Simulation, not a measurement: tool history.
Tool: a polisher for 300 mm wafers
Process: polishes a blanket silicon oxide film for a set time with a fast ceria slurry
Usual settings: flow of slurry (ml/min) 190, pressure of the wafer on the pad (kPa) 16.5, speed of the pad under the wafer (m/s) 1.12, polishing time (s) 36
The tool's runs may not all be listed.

| run | hour | flow of slurry (ml/min) | pressure of the wafer on the pad (kPa) | speed of the pad under the wafer (m/s) | polishing time (s) | wafers since the last listed run | wafers polished on this pad | hours since the slurry nozzle was cleaned | hours since the head pressure was calibrated | incoming thickness of the incoming film, nm | film removed (nm) |
|---|---|---|---|---|---|---|---|---|---|---|---|
| 1 | 0.0 | 190 | 16.5 | 1.12 | 36 | 0 | 3877 | 102.5 | 881.4 | 1569.9 | 513.1 |
|  | 232.6 | worn pad replaced by a new one |
| 2 | 294.5 | 190 | 16.5 | 1.12 | 36 | 4843 | 1032 | 397.0 | 1175.9 | 1596.5 | 515.2 |
|  | 348.7 | head pressure recalibrated |
| 3 | 398.0 | 190 | 16.5 | 1.12 | 36 | 1692 | 2724 | 500.5 | 49.3 | 1587.2 | 488.2 |
| 4 | 455.8 | 190 | 16.5 | 1.12 | 36 | 963 | 3688 | 558.3 | 107.1 | 1576.8 | 470.4 |
|  | 493.8 | slurry nozzle cleaned |
| 5 | 514.8 | 190 | 16.5 | 1.12 | 36 | 966 | 4655 | 21.0 | 166.1 | 1601.2 | 516.5 |
| 6 | 573.2 | 190 | 16.5 | 1.12 | 36 | 973 | 5629 | 79.4 | 224.5 | 1597.4 | 507.8 |
| 7 | 631.2 | 190 | 16.5 | 1.12 | 36 | 966 | 6596 | 137.4 | 282.5 | 1575.7 | 510.6 |
| 8 | 731.1 | 155 | 16.5 | 1.12 | 36 | 1665 | 8261 | 237.3 | 382.4 | 1566.9 | 475.7 |
| 9 | 773.5 | 155 | 16.5 | 1.12 | 36 | 706 | 8968 | 279.7 | 424.8 | 1573.6 | 486.7 |
|  | 824.3 | worn pad replaced by a new one |
| 10 | 856.0 | 190 | 16.5 | 1.12 | 36 | 1308 | 527 | 362.2 | 507.3 | 1596.5 | 527.0 |
| 11 | 898.8 | 190 | 16.5 | 1.12 | 36 | 713 | 1241 | 405.0 | 550.1 | 1621.6 | 524.6 |
|  | 1050.1 | slurry nozzle cleaned |
| 12 | 1103.6 | 190 | 16.5 | 1.12 | 36 | 3397 | 4639 | 53.5 | 754.9 | 1624.5 | 517.6 |
| 13 | 1168.0 | 190 | 16.5 | 1.12 | 36 | 1073 | 5712 | 117.9 | 819.3 | 1591.1 | 505.2 |
| 14 | 1215.0 | 190 | 16.5 | 1.12 | 36 | 783 | 6496 | 164.9 | 866.3 | 1568.9 | 508.5 |
| 15 | 1269.2 | 190 | 16.5 | 1.12 | 36 | 903 | 7399 | 219.1 | 920.5 | 1556.2 | 503.0 |
|  | 1328.5 | worn pad replaced by a new one |
| 16 | 1408.3 | 190 | 16.5 | 1.12 | 36 | 2252 | 1330 | 358.2 | 1059.6 | 1585.1 | 523.5 |
| 17 | 1500.6 | 190 | 16.5 | 1.12 | 36 | 1538 | 2869 | 450.5 | 1151.9 | 1616.8 | 506.1 |
|  | 1554.6 | head pressure recalibrated |
| 18 | 1591.6 | 255 | 16.5 | 1.12 | 47 | 1483 | 4353 | 541.5 | 37.0 | 1602.1 | 668.2 |
| 19 | 1627.6 | 190 | 16.5 | 1.12 | 41 | 600 | 4953 | 577.5 | 73.0 | 1571.6 | 534.6 |
|  | 1695.4 | slurry nozzle cleaned |
|  | 1767.0 | worn pad replaced by a new one |
| 20 | 1889.6 | 190 | 16.5 | 1.12 | 43 | 4284 | 2044 | 194.2 | 335.0 | 1576.1 | 640.1 |
| 21 | 1956.8 | 190 | 16.5 | 1.12 | 36 | 1120 | 3164 | 261.4 | 402.2 | 1571.7 | 521.5 |
| 22 | 2014.2 | 190 | 20.7 | 1.12 | 36 | 956 | 4121 | 318.8 | 459.6 | 1596.6 | 638.6 |
| 23 | 2115.5 | 190 | 16.5 | 0.92 | 36 | 1688 | 5810 | 420.1 | 560.9 | 1564.2 | 408.7 |
| 24 | 2206.2 | 190 | 16.5 | 1.12 | 36 | 1512 | 7322 | 510.8 | 651.6 | 1580.0 | 476.6 |
|  | 2262.4 | slurry nozzle cleaned |
| 25 | 2267.3 | 240 | 18.6 | 1.44 | 36 | 1001 | 8324 | 4.9 | 712.7 | 1571.0 | 745.1 |
| 26 | 2303.7 | 190 | 16.5 | 1.12 | 36 | 606 | 8931 | 41.3 | 749.1 | 1577.9 | 502.4 |
|  | 2349.4 | worn pad replaced by a new one |
| 27 | 2358.4 | 190 | 16.5 | 1.34 | 24 | 845 | 149 | 96.0 | 803.8 | 1590.9 | 442.2 |
| 28 | 2440.8 | 150 | 16.5 | 1.12 | 36 | 1373 | 1523 | 178.4 | 886.2 | 1572.0 | 508.0 |
| 29 | 2494.6 | 190 | 18.6 | 1.12 | 36 | 896 | 2420 | 232.2 | 940.0 | 1619.7 | 579.2 |
| 30 | 2576.2 | 190 | 16.5 | 1.12 | 28 | 1360 | 3780 | 313.8 | 1021.6 | 1572.7 | 399.5 |

Hidden state at the last listed run before each entry between runs and at the first one after, where it differs:
Between runs 1 and 2: worn pad replaced by a new one (hour 232.6)
  removal rate lost through wear of the pad, %: 7.76 -> 2.83; slurry flow missing at the pad, %: 6.32 -> 21.4
  measured less the result without the state, film removed (nm): -49.0 -> -37.9
Between runs 2 and 3: head pressure recalibrated (hour 348.7)
  removal rate lost through wear of the pad, %: 2.83 -> 5.75; slurry flow missing at the pad, %: 21.4 -> 30.9
  measured less the result without the state, film removed (nm): -37.9 -> -67.6
Between runs 4 and 5: slurry nozzle cleaned (hour 493.8)
  removal rate lost through wear of the pad, %: 6.77 -> 7.5; slurry flow missing at the pad, %: 37.1 -> 1.27
  measured less the result without the state, film removed (nm): -84.0 -> -43.0
Between runs 9 and 10: worn pad replaced by a new one (hour 824.3)
  removal rate lost through wear of the pad, %: 8.9 -> 1.8; slurry flow missing at the pad, %: 9.22 -> 14.6
  measured less the result without the state, film removed (nm): -57.9 -> -24.1
Between runs 11 and 12: slurry nozzle cleaned (hour 1050.1)
  removal rate lost through wear of the pad, %: 3.5 -> 7.69; slurry flow missing at the pad, %: 18 -> 0.834
  measured less the result without the state, film removed (nm): -38.0 -> -43.8
Between runs 15 and 16: worn pad replaced by a new one (hour 1328.5)
  removal rate lost through wear of the pad, %: 8.82 -> 3.64; slurry flow missing at the pad, %: 5.45 -> 13.7
  measured less the result without the state, film removed (nm): -53.5 -> -33.3
Between runs 17 and 18: head pressure recalibrated (hour 1554.6)
  removal rate lost through wear of the pad, %: 6.06 -> 7.46; slurry flow missing at the pad, %: 21.3 -> 30.6
  measured less the result without the state, film removed (nm): -55.8 -> -92.0
Between runs 19 and 20: slurry nozzle cleaned (hour 1695.4); worn pad replaced by a new one (hour 1767.0)
  removal rate lost through wear of the pad, %: 7.84 -> 4.75; slurry flow missing at the pad, %: 34.7 -> 4.23
  measured less the result without the state, film removed (nm): -96.5 -> -36.5
Between runs 24 and 25: slurry nozzle cleaned (hour 2262.4)
  removal rate lost through wear of the pad, %: 8.57 -> 8.78; slurry flow missing at the pad, %: 27.1 -> 0.345
  measured less the result without the state, film removed (nm): -76.0 -> -72.1
Between runs 26 and 27: worn pad replaced by a new one (hour 2349.4)
  removal rate lost through wear of the pad, %: 8.88 -> 0.851; slurry flow missing at the pad, %: 0.517 -> 1.29
  measured less the result without the state, film removed (nm): -49.4 -> -4.7
